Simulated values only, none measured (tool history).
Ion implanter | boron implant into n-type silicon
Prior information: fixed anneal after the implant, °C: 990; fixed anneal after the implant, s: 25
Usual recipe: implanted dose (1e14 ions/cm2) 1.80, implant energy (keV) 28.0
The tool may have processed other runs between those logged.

run     day  implanted dose (1e14 ions/cm2)  implant energy (keV)  wafers since the last listed run  hours since the last dose calibration  hours since the extraction supply was calibrated  hours since the gauge calibration  read-back reference wafer on the same gauge, sheet resistance  sheet resistance of the implanted and annealed layer (ohm/square)
  1   0.000                            1.50                  28.0                                 0                                 1275.0                                            3055.8                               66.0                                                         411.97                                                             506.16
  2   0.588                            1.80                  28.0                               315                                 1289.1                                            3069.9                               80.1                                                         411.95                                                             440.23
  3   1.062                            2.08                  28.0                               254                                 1300.5                                            3081.3                               91.5                                                         411.95                                                             396.45
  4   1.646                            1.47                  28.0                               312                                 1314.5                                            3095.3                              105.5                                                         411.77                                                             513.19
  5   1.904                            1.47                  28.0                               138                                 1320.7                                            3101.5                              111.7                                                         412.14                                                             514.31
  6   2.300                            1.47                  28.0                               212                                 1330.2                                            3111.0                              121.2                                                         412.33                                                             513.68
  7   2.667                            2.19                  28.0                               196                                 1339.0                                            3119.8                              130.0                                                         412.40                                                             382.28
  8   3.271                            2.19                  28.0                               324                                 1353.5                                            3134.3                              144.5                                                         411.87                                                             383.01
  9   3.825                            2.19                  28.0                               297                                 1366.8                                            3147.6                              157.8                                                         412.14                                                             383.07
 10   4.438                            1.80                  28.0                               328                                 1381.5                                            3162.3                              172.5                                                         412.18                                                             441.59
 11   5.112                            1.80                  22.5                               362                                 1397.7                                            3178.5                              188.7                                                         411.78                                                             456.03
 12   5.692                            1.80                  22.5                               310                                 1411.6                                            3192.4                              202.6                                                         412.25                                                             455.89
 13   6.417                            1.80                  28.0                               388                                 1429.0                                            3209.8                              220.0                                                         412.10                                                             441.72
 14   6.696                            1.80                  28.0                               149                                 1435.7                                            3216.5                              226.7                                                         411.90                                                             440.89
 15   7.404                            1.80                  28.0                               380                                 1452.7                                            3233.5                              243.7                                                         412.08                                                             443.66
 16   8.088                            1.80                  28.0                               366                                 1469.1                                            3249.9                              260.1                                                         411.58                                                             441.58
 17   8.450                            2.10                  28.0                               194                                 1477.8                                            3258.6                              268.8                                                         411.84                                                             394.66
 18   9.050                            1.80                  28.0                               321                                 1492.2                                            3273.0                              283.2                                                         411.96                                                             444.60
 19   9.362                            1.80                  28.0                               167                                 1499.7                                            3280.5                              290.7                                                         412.59                                                             441.08
      9.812  -- extraction supply calibrated
 20   9.833                            1.33                  37.0                                73                                 1511.0                                               0.5                              302.0                                                         411.92                                                             525.16
 21  10.067                            1.32                  21.5                               125                                 1516.6                                               6.1                              307.6                                                         411.86                                                             582.44
 22  10.550                            1.62                  24.0                               259                                 1528.2                                              17.7                              319.2                                                         412.50                                                             491.31
 23  11.171                            1.80                  19.5                               333                                 1543.1                                              32.6                              334.1                                                         412.29                                                             468.70
 24  11.512                            1.80                  28.0                               183                                 1551.3                                              40.8                              342.3                                                         412.30                                                             443.27
 25  12.129                            1.46                  36.0                               330                                 1566.1                                              55.6                              357.1                                                         412.10                                                             496.63
 26  12.696                            2.13                  22.0                               304                                 1579.7                                              69.2                              370.7                                                         411.69                                                             402.36
 27  12.996                            1.80                  28.0                               160                                 1586.9                                              76.4                              377.9                                                         412.02                                                             442.30

The next listed run, before its measurement:
 28  13.271                            1.97                  28.0                               147                                 1593.5                                              83.0                              384.5                                                              ?                                                                  ?

Run 28 gave read-back reference wafer on the same gauge, sheet resistance 411.30, sheet resistance of the implanted and annealed layer (ohm/square) 413.88.
On a tool with no hidden condition, and with the same random variation, this run would have come out at sheet resistance of the implanted and annealed layer (ohm/square) 397.20.
